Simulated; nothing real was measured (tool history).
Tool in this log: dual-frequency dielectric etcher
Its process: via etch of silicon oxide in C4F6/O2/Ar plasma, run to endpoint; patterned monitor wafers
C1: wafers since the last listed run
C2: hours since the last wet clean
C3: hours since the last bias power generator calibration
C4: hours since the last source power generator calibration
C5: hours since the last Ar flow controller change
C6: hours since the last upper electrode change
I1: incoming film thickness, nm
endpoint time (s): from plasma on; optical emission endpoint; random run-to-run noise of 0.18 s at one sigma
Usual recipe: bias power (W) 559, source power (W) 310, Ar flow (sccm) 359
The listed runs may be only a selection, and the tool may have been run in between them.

run 1 hour=0 | bias_power_(W)=559 source_power_(W)=310 Ar_flow_(sccm)=359 | C1=0 C2=293.9 C3=1747.5 C4=4230.8 C5=24.2 C6=3963.3 | I1=140.9 | endpoint_time_(s)=33.3
run 2 hour=12.7 | bias_power_(W)=559 source_power_(W)=280 Ar_flow_(sccm)=421 | C1=208 C2=306.6 C3=1760.2 C4=4243.5 C5=36.9 C6=3976 | I1=142.7 | endpoint_time_(s)=35.7
run 3 hour=25.1 | bias_power_(W)=559 source_power_(W)=280 Ar_flow_(sccm)=421 | C1=203 C2=319 C3=1772.6 C4=4255.9 C5=49.3 C6=3988.4 | I1=144 | endpoint_time_(s)=36.3
run 4 hour=40.2 | bias_power_(W)=559 source_power_(W)=280 Ar_flow_(sccm)=359 | C1=247 C2=334.1 C3=1787.7 C4=4271 C5=64.4 C6=4003.5 | I1=142.6 | endpoint_time_(s)=35.3
run 5 hour=46.4 | bias_power_(W)=559 source_power_(W)=280 Ar_flow_(sccm)=359 | C1=101 C2=340.3 C3=1793.9 C4=4277.2 C5=70.6 C6=4009.7 | I1=142 | endpoint_time_(s)=35
-- hour=59 source power generator calibrated
run 6 hour=59.5 | bias_power_(W)=559 source_power_(W)=280 Ar_flow_(sccm)=359 | C1=149 C2=353.4 C3=1807 C4=0.5 C5=83.7 C6=4022.8 | I1=143.8 | endpoint_time_(s)=35.4
run 7 hour=65.1 | bias_power_(W)=463 source_power_(W)=310 Ar_flow_(sccm)=359 | C1=91 C2=359 C3=1812.6 C4=6.1 C5=89.3 C6=4028.4 | I1=143.5 | endpoint_time_(s)=37.6
run 8 hour=72.3 | bias_power_(W)=606 source_power_(W)=310 Ar_flow_(sccm)=359 | C1=117 C2=366.2 C3=1819.8 C4=13.3 C5=96.5 C6=4035.6 | I1=142.3 | endpoint_time_(s)=32.8
run 9 hour=80.2 | bias_power_(W)=504 source_power_(W)=390 Ar_flow_(sccm)=330 | C1=129 C2=374.1 C3=1827.7 C4=21.2 C5=104.4 C6=4043.5 | I1=142.9 | endpoint_time_(s)=32.6
run 10 hour=89.9 | bias_power_(W)=669 source_power_(W)=380 Ar_flow_(sccm)=305 | C1=158 C2=383.8 C3=1837.4 C4=30.9 C5=114.1 C6=4053.2 | I1=143 | endpoint_time_(s)=28.4
run 11 hour=97.8 | bias_power_(W)=656 source_power_(W)=310 Ar_flow_(sccm)=285 | C1=129 C2=391.7 C3=1845.3 C4=38.8 C5=122 C6=4061.1 | I1=142.4 | endpoint_time_(s)=30.2
run 12 hour=104.2 | bias_power_(W)=453 source_power_(W)=310 Ar_flow_(sccm)=359 | C1=104 C2=398.1 C3=1851.7 C4=45.2 C5=128.4 C6=4067.5 | I1=142.8 | endpoint_time_(s)=37.7
run 13 hour=121.6 | bias_power_(W)=559 source_power_(W)=340 Ar_flow_(sccm)=359 | C1=285 C2=415.5 C3=1869.1 C4=62.6 C5=145.8 C6=4084.9 | I1=141.4 | endpoint_time_(s)=32.5
run 14 hour=134.6 | bias_power_(W)=559 source_power_(W)=270 Ar_flow_(sccm)=318 | C1=212 C2=428.5 C3=1882.1 C4=75.6 C5=158.8 C6=4097.9 | I1=139.8 | endpoint_time_(s)=34.5
run 15 hour=145.5 | bias_power_(W)=559 source_power_(W)=310 Ar_flow_(sccm)=359 | C1=178 C2=439.4 C3=1893 C4=86.5 C5=169.7 C6=4108.8 | I1=141.6 | endpoint_time_(s)=33.9
run 16 hour=159 | bias_power_(W)=559 source_power_(W)=330 Ar_flow_(sccm)=359 | C1=221 C2=452.9 C3=1906.5 C4=100 C5=183.2 C6=4122.3 | I1=142.3 | endpoint_time_(s)=33.6
run 17 hour=167.7 | bias_power_(W)=559 source_power_(W)=350 Ar_flow_(sccm)=359 | C1=142 C2=461.6 C3=1915.2 C4=108.7 C5=191.9 C6=4131 | I1=143.4 | endpoint_time_(s)=33.2
run 18 hour=183.8 | bias_power_(W)=559 source_power_(W)=310 Ar_flow_(sccm)=359 | C1=263 C2=477.7 C3=1931.3 C4=124.8 C5=208 C6=4147.1 | I1=143.2 | endpoint_time_(s)=34.6
run 19 hour=195 | bias_power_(W)=437 source_power_(W)=310 Ar_flow_(sccm)=295 | C1=183 C2=488.9 C3=1942.5 C4=136 C5=219.2 C6=4158.3 | I1=142.3 | endpoint_time_(s)=37.6
-- hour=207.3 bias power generator calibrated
-- hour=227 upper electrode replaced
-- hour=240.8 wet clean of the chamber
run 20 hour=241.3 | bias_power_(W)=667 source_power_(W)=270 Ar_flow_(sccm)=402 | C1=144 C2=0.5 C3=34 C4=182.3 C5=265.5 C6=14.3 | I1=142.1 | endpoint_time_(s)=32
run 21 hour=241.6 | bias_power_(W)=559 source_power_(W)=310 Ar_flow_(sccm)=359 | C1=4 C2=0.8 C3=34.3 C4=182.6 C5=265.8 C6=14.6 | I1=143.4 | endpoint_time_(s)=33.1
run 22 hour=247.2 | bias_power_(W)=559 source_power_(W)=310 Ar_flow_(sccm)=359 | C1=91 C2=6.4 C3=39.9 C4=188.2 C5=271.4 C6=20.2 | I1=142.5 | endpoint_time_(s)=32.5
run 23 hour=282 | bias_power_(W)=610 source_power_(W)=310 Ar_flow_(sccm)=308 | C1=570 C2=41.2 C3=74.7 C4=223 C5=306.2 C6=55 | I1=142 | endpoint_time_(s)=30.7
run 24 hour=297 | bias_power_(W)=559 source_power_(W)=250 Ar_flow_(sccm)=359 | C1=245 C2=56.2 C3=89.7 C4=238 C5=321.2 C6=70 | I1=141.8 | endpoint_time_(s)=35.4
run 25 hour=314.3 | bias_power_(W)=482 source_power_(W)=310 Ar_flow_(sccm)=359 | C1=283 C2=73.5 C3=107 C4=255.3 C5=338.5 C6=87.3 | I1=144 | endpoint_time_(s)=36
run 26 hour=330.7 | bias_power_(W)=489 source_power_(W)=280 Ar_flow_(sccm)=359 | C1=268 C2=89.9 C3=123.4 C4=271.7 C5=354.9 C6=103.7 | I1=143.7 | endpoint_time_(s)=36.5
run 27 hour=336.9 | bias_power_(W)=559 source_power_(W)=310 Ar_flow_(sccm)=398 | C1=101 C2=96.1 C3=129.6 C4=277.9 C5=361.1 C6=109.9 | I1=141.3 | endpoint_time_(s)=33.5
run 28 hour=351.3 | bias_power_(W)=603 source_power_(W)=310 Ar_flow_(sccm)=359 | C1=235 C2=110.5 C3=144 C4=292.3 C5=375.5 C6=124.3 | I1=142.5 | endpoint_time_(s)=32
run 29 hour=363.3 | bias_power_(W)=559 source_power_(W)=310 Ar_flow_(sccm)=444 | C1=196 C2=122.5 C3=156 C4=304.3 C5=387.5 C6=136.3 | I1=142 | endpoint_time_(s)=34.3

What the log doesn't show, run by run:
bias power that arrives over what is set, %: 0 at every run
source power that arrives over what is set, %: 0 at every run
Ar flow that arrives over what is set, %: 0 at every run
H1: etch rate over this chamber's usual, %
run=1 H1=-2.15
run=2 H1=-2.27
run=3 H1=-2.39
run=4 H1=-2.53
run=5 H1=-2.59
run=6 H1=-2.71
run=7 H1=-2.76
run=8 H1=-2.83
run=9 H1=-2.9
run=10 H1=-2.99
run=11 H1=-3.07
run=12 H1=-3.13
run=13 H1=-3.29
run=14 H1=-3.41
run=15 H1=-3.51
run=16 H1=-3.64
run=17 H1=-3.72
run=18 H1=-3.87
run=19 H1=-3.98
run=20 H1=0.783
run=21 H1=0.78
run=22 H1=0.728
run=23 H1=0.402
run=24 H1=0.262
run=25 H1=0.1
run=26 H1=-0.0534
run=27 H1=-0.111
run=28 H1=-0.246
run=29 H1=-0.358

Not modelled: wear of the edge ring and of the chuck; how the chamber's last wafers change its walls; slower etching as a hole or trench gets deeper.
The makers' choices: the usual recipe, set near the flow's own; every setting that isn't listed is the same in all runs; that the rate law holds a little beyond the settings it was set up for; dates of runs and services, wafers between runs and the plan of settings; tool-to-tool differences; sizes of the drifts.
